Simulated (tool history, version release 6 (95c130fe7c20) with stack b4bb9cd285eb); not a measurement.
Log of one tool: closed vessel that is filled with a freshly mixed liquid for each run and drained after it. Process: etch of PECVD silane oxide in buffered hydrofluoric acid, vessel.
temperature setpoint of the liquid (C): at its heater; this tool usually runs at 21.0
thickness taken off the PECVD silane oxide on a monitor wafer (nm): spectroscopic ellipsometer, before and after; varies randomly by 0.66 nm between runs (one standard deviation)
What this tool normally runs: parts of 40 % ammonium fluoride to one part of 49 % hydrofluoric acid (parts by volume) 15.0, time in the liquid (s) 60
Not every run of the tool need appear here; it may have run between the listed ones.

| run | hour | temperature setpoint of the liquid (C) | parts of 40 % ammonium fluoride to one part of 49 % hydrofluoric acid (parts by volume) | time in the liquid (s) | wafers since the last listed run | hours since the thermometer was replaced | hours since the hydrofluoric acid flow meter was replaced | hours since the gauge calibration | read-back film thickness of the PECVD silane oxide reference wafer, read on the same gauge (nm) | thickness taken off the PECVD silane oxide on a monitor wafer (nm) |
|---|---|---|---|---|---|---|---|---|---|---|
| 1 | 0.0 | 21.0 | 17.0 | 60 | 0 | 1337.1 | 34.8 | 2759.0 | 39.99 | 101.02 |
| 2 | 31.2 | 21.0 | 15.0 | 60 | 3635 | 1368.3 | 66.0 | 2790.2 | 40.00 | 114.08 |
|  | 108.9 | gauge calibrated |
| 3 | 197.0 | 21.0 | 15.0 | 60 | 19319 | 1534.1 | 231.8 | 88.1 | 39.95 | 114.91 |
| 4 | 346.7 | 21.0 | 15.0 | 60 | 17443 | 1683.8 | 381.5 | 237.8 | 40.03 | 115.13 |
| 5 | 397.4 | 21.0 | 15.0 | 60 | 5907 | 1734.5 | 432.2 | 288.5 | 39.99 | 116.13 |
|  | 442.7 | hydrofluoric acid flow meter replaced |
| 6 | 451.1 | 21.0 | 15.0 | 75 | 6140 | 1788.2 | 8.4 | 342.2 | 40.02 | 144.73 |
| 7 | 500.9 | 21.0 | 15.0 | 60 | 5802 | 1838.0 | 58.2 | 392.0 | 40.02 | 116.10 |
| 8 | 566.8 | 21.0 | 15.0 | 60 | 7678 | 1903.9 | 124.1 | 457.9 | 40.03 | 116.67 |
| 9 | 626.7 | 21.0 | 15.0 | 60 | 6979 | 1963.8 | 184.0 | 517.8 | 40.00 | 116.86 |
| 10 | 694.1 | 22.5 | 15.0 | 85 | 7853 | 2031.2 | 251.4 | 585.2 | 40.00 | 178.69 |
| 11 | 731.1 | 21.0 | 15.0 | 35 | 4311 | 2068.2 | 288.4 | 622.2 | 39.99 | 68.36 |
| 12 | 797.5 | 19.0 | 20.0 | 75 | 7737 | 2134.6 | 354.8 | 688.6 | 40.00 | 99.14 |
| 13 | 823.9 | 24.0 | 15.0 | 60 | 3076 | 2161.0 | 381.2 | 715.0 | 40.05 | 139.15 |
| 14 | 851.2 | 23.5 | 15.0 | 60 | 3181 | 2188.3 | 408.5 | 742.3 | 40.03 | 135.00 |
| 15 | 913.1 | 21.0 | 11.5 | 30 | 7212 | 2250.2 | 470.4 | 804.2 | 39.96 | 75.60 |
|  | 925.7 | hydrofluoric acid flow meter replaced |
| 16 | 953.6 | 24.0 | 15.0 | 40 | 4602 | 2290.7 | 27.9 | 844.7 | 39.97 | 92.81 |
| 17 | 990.6 | 17.0 | 18.5 | 80 | 4311 | 2327.7 | 64.9 | 881.7 | 40.01 | 103.76 |
| 18 | 1024.3 | 21.0 | 9.5 | 95 | 3926 | 2361.4 | 98.6 | 915.4 | 40.00 | 286.58 |
|  | 1090.7 | thermometer replaced |
| 19 | 1098.0 | 21.0 | 15.0 | 60 | 8471 | 7.3 | 172.3 | 989.1 | 39.98 | 108.67 |
| 20 | 1153.3 | 22.5 | 20.0 | 60 | 6443 | 62.6 | 227.6 | 1044.4 | 40.02 | 89.84 |
| 21 | 1181.2 | 24.5 | 11.0 | 60 | 3250 | 90.5 | 255.5 | 1072.3 | 39.98 | 179.84 |
| 22 | 1225.2 | 21.0 | 15.0 | 60 | 5126 | 134.5 | 299.5 | 1116.3 | 39.97 | 108.67 |
| 23 | 1286.7 | 17.0 | 15.0 | 60 | 7166 | 196.0 | 361.0 | 1177.8 | 39.99 | 88.29 |
| 24 | 1350.0 | 21.0 | 15.0 | 70 | 7375 | 259.3 | 424.3 | 1241.1 | 40.04 | 126.98 |
| 25 | 1395.4 | 21.0 | 18.0 | 60 | 5290 | 304.7 | 469.7 | 1286.5 | 39.99 | 91.70 |
| 26 | 1462.2 | 21.0 | 15.0 | 60 | 7783 | 371.5 | 536.5 | 1353.3 | 40.00 | 110.54 |
|  | 1499.2 | hydrofluoric acid flow meter replaced |
| 27 | 1503.2 | 21.0 | 9.5 | 50 | 4660 | 412.5 | 4.0 | 1394.3 | 39.97 | 140.58 |
| 28 | 1708.7 | 21.0 | 15.0 | 45 | 23945 | 618.0 | 209.5 | 1599.8 | 40.02 | 82.83 |
| 29 | 1771.4 | 21.0 | 19.5 | 60 | 7305 | 680.7 | 272.2 | 1662.5 | 40.02 | 85.78 |
| 30 | 1806.0 | 22.5 | 15.0 | 70 | 4031 | 715.3 | 306.8 | 1697.1 | 40.01 | 140.01 |
| 31 | 1859.2 | 25.0 | 15.0 | 50 | 6198 | 768.5 | 360.0 | 1750.3 | 40.00 | 115.01 |
| 32 | 1907.2 | 21.0 | 20.0 | 60 | 5593 | 816.5 | 408.0 | 1798.3 | 40.00 | 84.67 |
| 33 | 1963.6 | 21.0 | 15.0 | 60 | 6571 | 872.9 | 464.4 | 1854.7 | 39.99 | 113.16 |

Predict each of these 3 candidate next runs independently; none follows another, all start after run 33:
| A | 1964.3 | 23.0 | 15.0 | 60 | 81 | 873.6 | 465.1 | 1855.4 | ? | ? |
| B | 1964.3 | 18.5 | 9.5 | 90 | 81 | 873.6 | 465.1 | 1855.4 | ? | ? |
| C | 1964.3 | 21.0 | 15.0 | 50 | 81 | 873.6 | 465.1 | 1855.4 | ? | ? |

| run | read-back film thickness of the PECVD silane oxide reference wafer, read on the same gauge (nm) | thickness taken off the PECVD silane oxide on a monitor wafer (nm) |
|---|---|---|
| A | 39.97 | 125.33 |
| B | 39.97 | 224.90 |
| C | 39.97 | 93.54 |
The same runs, with their run-to-run variation unchanged, on a tool lacking any hidden condition would have given:
| run | thickness taken off the PECVD silane oxide on a monitor wafer (nm) |
|---|---|
| A | 120.94 |
| B | 216.80 |
| C | 90.22 |
